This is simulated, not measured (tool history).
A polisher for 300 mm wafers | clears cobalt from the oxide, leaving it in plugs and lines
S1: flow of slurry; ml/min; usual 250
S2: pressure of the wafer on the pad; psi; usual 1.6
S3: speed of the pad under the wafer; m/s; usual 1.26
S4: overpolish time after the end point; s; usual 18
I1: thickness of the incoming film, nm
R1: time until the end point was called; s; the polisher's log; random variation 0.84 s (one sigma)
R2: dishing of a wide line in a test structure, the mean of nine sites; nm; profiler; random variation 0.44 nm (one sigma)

{"run": 1, "hour": 0.0, "S1": 250, "S2": 1.6, "S3": 1.26, "S4": 18, "I1": 386.4, "R1": 79.6, "R2": 37.9}
{"run": 2, "hour": 48.7, "S1": 250, "S2": 1.6, "S3": 1.26, "S4": 18, "I1": 391.0, "R1": 80.7, "R2": 37.4}
{"run": 3, "hour": 109.2, "S1": 250, "S2": 1.6, "S3": 1.26, "S4": 18, "I1": 394.3, "R1": 82.5, "R2": 37.2}
{"run": 4, "hour": 165.7, "S1": 250, "S2": 1.6, "S3": 1.26, "S4": 18, "I1": 382.7, "R1": 80.0, "R2": 38.1}
{"hour": 216.7, "done": "worn pad replaced by a new one"}
{"run": 5, "hour": 222.4, "S1": 250, "S2": 1.6, "S3": 1.26, "S4": 18, "I1": 388.5, "R1": 78.1, "R2": 38.2}
{"run": 6, "hour": 258.0, "S1": 250, "S2": 1.6, "S3": 1.26, "S4": 18, "I1": 383.7, "R1": 78.6, "R2": 38.6}
{"hour": 262.8, "done": "slurry nozzle cleaned"}
{"hour": 287.9, "done": "head pressure recalibrated"}
{"run": 7, "hour": 299.8, "S1": 250, "S2": 1.6, "S3": 1.26, "S4": 18, "I1": 393.4, "R1": 81.7, "R2": 38.1}
{"run": 8, "hour": 404.2, "S1": 250, "S2": 1.6, "S3": 1.26, "S4": 18, "I1": 390.0, "R1": 81.5, "R2": 37.4}
{"hour": 468.8, "done": "worn pad replaced by a new one"}
{"run": 9, "hour": 469.3, "S1": 250, "S2": 1.6, "S3": 1.56, "S4": 18, "I1": 394.8, "R1": 65.3, "R2": 40.8}
{"run": 10, "hour": 534.1, "S1": 250, "S2": 1.6, "S3": 1.56, "S4": 18, "I1": 389.0, "R1": 67.0, "R2": 40.2}
{"run": 11, "hour": 604.4, "S1": 250, "S2": 1.6, "S3": 1.56, "S4": 18, "I1": 389.5, "R1": 66.4, "R2": 40.3}
{"hour": 619.5, "done": "slurry nozzle cleaned"}
{"run": 12, "hour": 666.8, "S1": 250, "S2": 1.6, "S3": 1.26, "S4": 18, "I1": 386.8, "R1": 80.2, "R2": 38.3}
{"hour": 697.3, "done": "worn pad replaced by a new one"}
{"run": 13, "hour": 710.6, "S1": 340, "S2": 1.1, "S3": 1.26, "S4": 14, "I1": 387.7, "R1": 111.3, "R2": 28.2}
{"run": 14, "hour": 775.7, "S1": 250, "S2": 1.1, "S3": 1.26, "S4": 18, "I1": 394.3, "R1": 119.3, "R2": 32.2}
{"hour": 908.8, "done": "head pressure recalibrated"}
{"run": 15, "hour": 923.2, "S1": 285, "S2": 2.0, "S3": 1.26, "S4": 9, "I1": 389.7, "R1": 63.6, "R2": 30.5}
{"run": 16, "hour": 961.3, "S1": 250, "S2": 1.6, "S3": 1.26, "S4": 18, "I1": 392.1, "R1": 82.7, "R2": 38.0}
{"hour": 964.0, "done": "slurry nozzle cleaned"}
{"hour": 991.8, "done": "worn pad replaced by a new one"}
{"run": 17, "hour": 1010.8, "S1": 280, "S2": 1.9, "S3": 1.4, "S4": 14, "I1": 391.7, "R1": 59.2, "R2": 37.2}
{"run": 18, "hour": 1037.9, "S1": 295, "S2": 1.6, "S3": 1.42, "S4": 18, "I1": 389.0, "R1": 71.8, "R2": 40.2}
{"run": 19, "hour": 1083.9, "S1": 315, "S2": 1.1, "S3": 1.26, "S4": 18, "I1": 391.5, "R1": 116.7, "R2": 32.5}
{"run": 20, "hour": 1153.6, "S1": 250, "S2": 1.6, "S3": 1.4, "S4": 18, "I1": 395.2, "R1": 76.5, "R2": 39.0}
{"hour": 1269.6, "done": "worn pad replaced by a new one"}
{"run": 21, "hour": 1278.7, "S1": 250, "S2": 1.6, "S3": 1.66, "S4": 23, "I1": 390.7, "R1": 61.8, "R2": 43.3}
{"hour": 1291.0, "done": "slurry nozzle cleaned"}
{"run": 22, "hour": 1319.6, "S1": 205, "S2": 1.6, "S3": 1.26, "S4": 18, "I1": 391.3, "R1": 83.7, "R2": 37.7}

Hidden state or all else? Some run-to-run changes of R1, split into what the settings, what came in and random variation would give without the hidden state, and what is left for the hidden state (with any gauge scatter that isn't in both results):
The hidden state here: removal rate lost through wear of the pad, %; slurry flow missing at the pad, %; deviation of the head's pressure from its setpoint, %.
Run 4 -> 5: worn pad replaced by a new one. R1 -1.9 s: hidden state -3.8, all else +1.9.
Run 8 -> 9: S3 1.26 -> 1.56, worn pad replaced by a new one. R1 -16.2 s: hidden state -3.9, all else -12.3.
Run 14 -> 15: S1 250 -> 285, S2 1.1 -> 2.0, S4 18 -> 9, head pressure recalibrated. R1 -55.7 s: hidden state -0.9, all else -54.8.
Run 18 -> 19: S1 295 -> 315, S2 1.6 -> 1.1, S3 1.42 -> 1.26. R1 +44.9 s: hidden state +2.9, all else +42.0.
